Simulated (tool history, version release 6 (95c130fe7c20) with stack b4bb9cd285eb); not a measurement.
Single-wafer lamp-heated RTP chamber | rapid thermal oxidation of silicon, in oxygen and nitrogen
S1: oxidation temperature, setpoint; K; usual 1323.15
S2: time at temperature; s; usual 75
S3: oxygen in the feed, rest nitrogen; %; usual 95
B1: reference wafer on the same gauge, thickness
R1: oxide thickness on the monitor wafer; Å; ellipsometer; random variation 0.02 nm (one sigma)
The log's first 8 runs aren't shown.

{"run": 9, "hour": 362.4, "S1": 1323.15, "S2": 75, "S3": 95, "B1": 10.06, "R1": 94.06}
{"run": 10, "hour": 560.9, "S1": 1323.15, "S2": 75, "S3": 95, "B1": 10.056, "R1": 95.77}
{"run": 11, "hour": 627.8, "S1": 1323.15, "S2": 75, "S3": 95, "B1": 10.063, "R1": 95.89}
{"hour": 638.9, "done": "pyrometer window cleaned and pyrometer calibrated"}
{"run": 12, "hour": 661.4, "S1": 1335.15, "S2": 75, "S3": 95, "B1": 10.055, "R1": 102.06}
{"run": 13, "hour": 728.9, "S1": 1335.15, "S2": 75, "S3": 95, "B1": 10.053, "R1": 101.8}
{"run": 14, "hour": 790.4, "S1": 1323.15, "S2": 75, "S3": 95, "B1": 10.055, "R1": 94.69}
{"run": 15, "hour": 837.5, "S1": 1323.15, "S2": 75, "S3": 95, "B1": 10.059, "R1": 95.18}
{"run": 16, "hour": 891.1, "S1": 1323.15, "S2": 75, "S3": 95, "B1": 10.06, "R1": 95.41}
{"hour": 962.1, "done": "pyrometer window cleaned and pyrometer calibrated"}
{"run": 17, "hour": 962.6, "S1": 1323.15, "S2": 100, "S3": 95, "B1": 10.064, "R1": 107.09}
{"run": 18, "hour": 1027.3, "S1": 1323.15, "S2": 75, "S3": 95, "B1": 10.06, "R1": 94.35}
{"run": 19, "hour": 1090.3, "S1": 1323.15, "S2": 75, "S3": 95, "B1": 10.063, "R1": 94.73}
{"run": 20, "hour": 1150.5, "S1": 1302.15, "S2": 98, "S3": 98, "B1": 10.059, "R1": 93.87}
{"hour": 1180.2, "done": "gauge calibrated"}
{"run": 21, "hour": 1214.9, "S1": 1323.15, "S2": 85, "S3": 95, "B1": 10.055, "R1": 101.37}
{"hour": 1253.2, "done": "pyrometer window cleaned and pyrometer calibrated"}
{"run": 22, "hour": 1260.4, "S1": 1313.15, "S2": 92, "S3": 98, "B1": 10.055, "R1": 96.99}
{"run": 23, "hour": 1299.7, "S1": 1323.15, "S2": 75, "S3": 95, "B1": 10.062, "R1": 93.59}
{"hour": 1309.4, "done": "oxygen flow controller replaced"}
{"run": 24, "hour": 1330.0, "S1": 1343.15, "S2": 86, "S3": 72, "B1": 10.064, "R1": 103.63}
{"run": 25, "hour": 1384.2, "S1": 1323.15, "S2": 75, "S3": 95, "B1": 10.06, "R1": 94.43}
{"run": 26, "hour": 1431.9, "S1": 1323.15, "S2": 75, "S3": 95, "B1": 10.06, "R1": 94.78}
{"run": 27, "hour": 1460.2, "S1": 1333.15, "S2": 39, "S3": 95, "B1": 10.059, "R1": 75.82}
{"run": 28, "hour": 1496.9, "S1": 1323.15, "S2": 75, "S3": 98, "B1": 10.064, "R1": 96.5}
{"run": 29, "hour": 1544.2, "S1": 1300.15, "S2": 75, "S3": 76, "B1": 10.06, "R1": 75.03}
{"hour": 1565.9, "done": "pyrometer window cleaned and pyrometer calibrated"}
{"run": 30, "hour": 1582.1, "S1": 1352.15, "S2": 90, "S3": 80, "B1": 10.053, "R1": 116.55}
{"run": 31, "hour": 1612.5, "S1": 1311.15, "S2": 96, "S3": 98, "B1": 10.056, "R1": 98.22}
{"run": 32, "hour": 1668.4, "S1": 1323.15, "S2": 75, "S3": 95, "B1": 10.059, "R1": 94.43}
{"run": 33, "hour": 1703.5, "S1": 1299.15, "S2": 61, "S3": 95, "B1": 10.054, "R1": 73.12}

Forecast each of these 4 alternatives for the next run:
{"run": "A", "hour": 1704.0, "S1": 1323.15, "S2": 75, "S3": 95, "B1": "?", "R1": "?"}
{"run": "B", "hour": 1704.0, "S1": 1323.15, "S2": 108, "S3": 98, "B1": "?", "R1": "?"}
{"run": "C", "hour": 1704.0, "S1": 1313.15, "S2": 75, "S3": 86, "B1": "?", "R1": "?"}
{"run": "D", "hour": 1704.0, "S1": 1323.15, "S2": 51, "S3": 95, "B1": "?", "R1": "?"}

run=A B1=10.060 R1=94.70
run=B B1=10.060 R1=113.17
run=C B1=10.060 R1=85.27
run=D B1=10.060 R1=79.69
Without the tool's hidden state the same runs would have given:
run=A R1=93.36
run=B R1=111.56
run=C R1=84.05
run=D R1=78.57
